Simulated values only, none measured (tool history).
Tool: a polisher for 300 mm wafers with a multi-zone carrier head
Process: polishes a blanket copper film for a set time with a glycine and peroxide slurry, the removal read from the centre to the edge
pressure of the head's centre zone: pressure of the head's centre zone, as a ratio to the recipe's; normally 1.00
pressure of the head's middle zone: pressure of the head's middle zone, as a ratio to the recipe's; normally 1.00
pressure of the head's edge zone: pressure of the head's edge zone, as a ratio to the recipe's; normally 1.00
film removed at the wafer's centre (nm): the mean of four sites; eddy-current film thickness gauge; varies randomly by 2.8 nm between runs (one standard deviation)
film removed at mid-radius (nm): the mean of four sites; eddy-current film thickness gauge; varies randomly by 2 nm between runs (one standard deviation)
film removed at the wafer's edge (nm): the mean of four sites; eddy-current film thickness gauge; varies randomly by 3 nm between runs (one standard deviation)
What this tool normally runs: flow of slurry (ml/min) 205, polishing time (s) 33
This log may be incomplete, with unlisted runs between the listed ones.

| run | hour | flow of slurry (ml/min) | pressure of the head's centre zone | pressure of the head's middle zone | pressure of the head's edge zone | polishing time (s) | incoming thickness of the incoming film, nm | film removed at the wafer's centre (nm) | film removed at mid-radius (nm) | film removed at the wafer's edge (nm) |
|---|---|---|---|---|---|---|---|---|---|---|
| 1 | 0.0 | 205 | 0.91 | 1.00 | 0.90 | 25 | 1681.9 | 172.2 | 166.4 | 159.0 |
| 2 | 45.6 | 205 | 1.04 | 1.00 | 1.09 | 33 | 1704.4 | 256.6 | 218.3 | 228.7 |
| 3 | 111.4 | 205 | 1.09 | 1.00 | 1.00 | 24 | 1680.6 | 188.9 | 156.3 | 156.1 |
| 4 | 141.4 | 205 | 0.94 | 0.94 | 1.10 | 33 | 1664.2 | 224.1 | 204.9 | 229.4 |
|  | 272.3 | centre zone pressure recalibrated |
| 5 | 321.8 | 205 | 1.00 | 1.11 | 1.00 | 33 | 1671.9 | 216.1 | 230.8 | 211.5 |
|  | 389.2 | slurry nozzle cleaned |
|  | 414.1 | worn pad replaced by a new one |
|  | 441.3 | carrier head's membrane replaced by a new one |
| 6 | 485.5 | 230 | 0.94 | 1.00 | 1.00 | 39 | 1655.4 | 276.5 | 269.9 | 274.1 |
| 7 | 551.9 | 270 | 0.94 | 0.92 | 1.06 | 33 | 1683.7 | 236.5 | 216.7 | 240.9 |
| 8 | 582.3 | 205 | 1.00 | 1.00 | 1.00 | 33 | 1660.7 | 242.0 | 220.4 | 215.7 |
| 9 | 627.3 | 170 | 1.04 | 1.00 | 1.00 | 33 | 1682.6 | 237.3 | 209.1 | 214.7 |
|  | 681.9 | edge zone pressure recalibrated |
| 10 | 686.0 | 205 | 1.00 | 1.00 | 1.00 | 33 | 1697.0 | 240.3 | 215.7 | 218.8 |
| 11 | 740.8 | 205 | 1.00 | 1.00 | 1.00 | 33 | 1669.2 | 236.8 | 213.8 | 218.1 |
| 12 | 784.8 | 205 | 0.93 | 1.00 | 0.92 | 33 | 1675.0 | 225.8 | 215.4 | 209.4 |
| 13 | 848.7 | 265 | 1.06 | 1.00 | 1.00 | 26 | 1656.1 | 205.2 | 176.4 | 178.0 |
| 14 | 901.4 | 205 | 1.00 | 1.00 | 1.00 | 33 | 1685.7 | 228.9 | 208.9 | 209.8 |
|  | 931.7 | centre zone pressure recalibrated |
| 15 | 937.0 | 205 | 1.00 | 1.00 | 1.00 | 41 | 1672.2 | 265.4 | 260.1 | 275.4 |
| 16 | 993.5 | 205 | 0.90 | 1.00 | 1.00 | 33 | 1679.4 | 194.0 | 212.9 | 218.9 |
|  | 1009.4 | slurry nozzle cleaned |
| 17 | 1028.3 | 180 | 1.00 | 1.00 | 1.00 | 33 | 1680.0 | 236.5 | 225.5 | 224.8 |
|  | 1039.2 | worn pad replaced by a new one |
| 18 | 1062.3 | 205 | 1.00 | 1.00 | 1.00 | 33 | 1667.0 | 232.9 | 226.3 | 231.7 |
| 19 | 1120.6 | 205 | 1.00 | 1.00 | 1.00 | 33 | 1651.2 | 244.5 | 223.6 | 219.8 |
| 20 | 1180.9 | 205 | 1.05 | 1.00 | 1.00 | 24 | 1672.6 | 179.7 | 158.8 | 160.9 |
| 21 | 1218.4 | 205 | 1.00 | 1.00 | 1.04 | 33 | 1669.5 | 233.2 | 215.7 | 222.9 |
| 22 | 1271.8 | 205 | 1.00 | 1.00 | 1.00 | 33 | 1662.5 | 238.4 | 215.7 | 220.1 |
| 23 | 1315.6 | 205 | 1.00 | 1.00 | 1.00 | 33 | 1682.2 | 235.9 | 211.9 | 219.6 |

Below, some changes in film removed at the wafer's centre (nm) between adjacent runs. For each, the amount present without the hidden state too (settings, incoming material, random variation) and the amount remaining for the hidden state with gauge scatter not shared by both compared results:
Hidden state at play: removal rate lost through wear of the pad, %; slurry flow missing at the pad, %; deviation of the centre zone's pressure from its setpoint, %; deviation of the edge zone's pressure from its setpoint, %.
Run 1 -> 2: pressure of the head's centre zone 0.91 -> 1.04, pressure of the head's edge zone 0.90 -> 1.09, polishing time (s) 25 -> 33. film removed at the wafer's centre (nm) +84.4: hidden state +0.8, all else +83.6.
Run 5 -> 6: flow of slurry (ml/min) 205 -> 230, pressure of the head's centre zone 1.00 -> 0.94, pressure of the head's middle zone 1.11 -> 1.00, polishing time (s) 33 -> 39, slurry nozzle cleaned, worn pad replaced by a new one, carrier head's membrane replaced by a new one. film removed at the wafer's centre (nm) +60.4: hidden state +27.8, all else +32.6.
Run 14 -> 15: polishing time (s) 33 -> 41, centre zone pressure recalibrated. film removed at the wafer's centre (nm) +36.5: hidden state -31.2, all else +67.7.
Run 15 -> 16: pressure of the head's centre zone 1.00 -> 0.90, polishing time (s) 41 -> 33. film removed at the wafer's centre (nm) -71.4: hidden state +14.1, all else -85.5.
